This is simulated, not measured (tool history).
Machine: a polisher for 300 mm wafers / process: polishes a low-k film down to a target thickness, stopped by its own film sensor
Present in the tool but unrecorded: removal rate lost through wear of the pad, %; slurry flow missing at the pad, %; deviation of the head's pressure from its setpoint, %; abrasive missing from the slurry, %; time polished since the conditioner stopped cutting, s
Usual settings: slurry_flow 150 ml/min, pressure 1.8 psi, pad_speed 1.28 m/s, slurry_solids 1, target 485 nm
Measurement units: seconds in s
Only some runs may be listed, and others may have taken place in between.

run	hour	slurry_flow	pressure	pad_speed	slurry_solids	target	wafers since the last listed run	wafers polished on this pad	hours since the slurry nozzle was cleaned	hours since the head pressure was calibrated	hours since the slurry blender was calibrated	hours since the conditioning disc was replaced	incoming thickness of the incoming film, nm	seconds
1	0	150	1.8	1.28	1	485	0	672	99.1	321	44.6	194.2	535.9	142
2	31.8	150	1.8	1.28	1	485	172	844	130.9	352.8	76.4	226	543.7	168.7
3	84.6	150	1.8	1.28	1	485	286	1130	183.7	405.6	129.2	278.8	538.8	160.1
# hour 94.3: conditioning disc replaced and pad reconditioned
# hour 123.2: worn pad replaced by a new one
4	132.8	150	1.8	1.28	1	485	228	51	231.9	453.8	177.4	38.5	545.9	163.1
5	200.4	150	1.8	1.28	1	485	366	418	299.5	521.4	245	106.1	541.6	155.1
6	253.8	150	1.8	1.28	1	500	289	707	352.9	574.8	298.4	159.5	538.5	107.9
7	282.8	150	1.8	1.28	1	485	157	864	381.9	603.8	327.4	188.5	547.7	182
8	319.5	150	1.8	1.28	1	485	198	1063	418.6	640.5	364.1	225.2	542.8	162.9
# hour 348.2: conditioning disc replaced and pad reconditioned
9	367.6	150	1.8	1.28	1	485	249	1313	466.7	688.6	412.2	19.4	538.9	161.7
# hour 403.6: worn pad replaced by a new one
# hour 413.8: slurry blender recalibrated
10	439.3	150	1.8	0.92	0.9	485	355	182	538.4	760.3	25.5	91.1	536.6	177.9
11	467.1	150	1.8	1.28	1	485	150	333	566.2	788.1	53.3	118.9	541.4	156.8
12	515.8	150	1.8	1.12	1	485	263	596	614.9	836.8	102	167.6	533.3	147.4
13	548.7	150	1.8	0.92	1.3	470	178	775	647.8	869.7	134.9	200.5	538.8	221
# hour 566.1: head pressure recalibrated
14	619.4	150	1.8	1.64	1.2	492	372	1147	718.5	53.3	205.6	271.2	547.9	133.8
# hour 649.4: conditioning disc replaced and pad reconditioned
# hour 649.8: worn pad replaced by a new one
15	672.5	190	1.8	0.94	1	485	274	122	771.6	106.4	258.7	23.1	543.4	176.5
16	715.6	185	1.8	1.28	0.8	469	233	356	814.7	149.5	301.8	66.2	539.3	198.7
# hour 717.7: slurry nozzle cleaned
17	748.3	150	1.8	1.28	1	485	171	528	30.6	182.2	334.5	98.9	534.5	133.9
18	787.8	105	1.8	1.28	1	491	214	742	70.1	221.7	374	138.4	547.7	174.1
19	827.5	150	2	1.28	1	479	215	957	109.8	261.4	413.7	178.1	547.6	176.3
# hour 847: slurry blender recalibrated
20	887.6	150	1.8	1.28	0.7	485	314	1271	169.9	321.5	40.6	238.2	541.6	189.5
# hour 895.2: conditioning disc replaced and pad reconditioned
# hour 921.4: worn pad replaced by a new one
21	945.9	170	1.8	1.28	1	485	283	132	228.2	379.8	98.9	50.7	537.8	132.7
22	995.5	125	2.4	1.06	1.2	485	268	401	277.8	429.4	148.5	100.3	534	109.2
23	1036.5	150	1.8	1.28	1	485	222	623	318.8	470.4	189.5	141.3	537.1	145.3
24	1080.4	150	1.8	1.28	1	485	237	861	362.7	514.3	233.4	185.2	537.7	151.1

Here are 5 independent what-if runs from the current tool condition. What would each one return?
A	1080.9	150	1.8	1.28	1	485	2	863	363.2	514.8	233.9	185.7	536.9	?
B	1080.9	150	1.8	1.66	0.7	503	2	863	363.2	514.8	233.9	185.7	536.9	?
C	1080.9	150	2.2	1.44	1.1	500	2	863	363.2	514.8	233.9	185.7	536.9	?
D	1080.9	180	1.8	1.28	1	485	2	863	363.2	514.8	233.9	185.7	536.9	?
E	1080.9	115	1.3	1.28	0.7	499	2	863	363.2	514.8	233.9	185.7	536.9	?

run	seconds
A	146.9
B	92
C	76.8
D	142.3
E	178.5
Had the tool no hidden state, the same runs would have come out as:
run	seconds
A	133.8
B	83.8
C	69.9
D	129.7
E	162.6
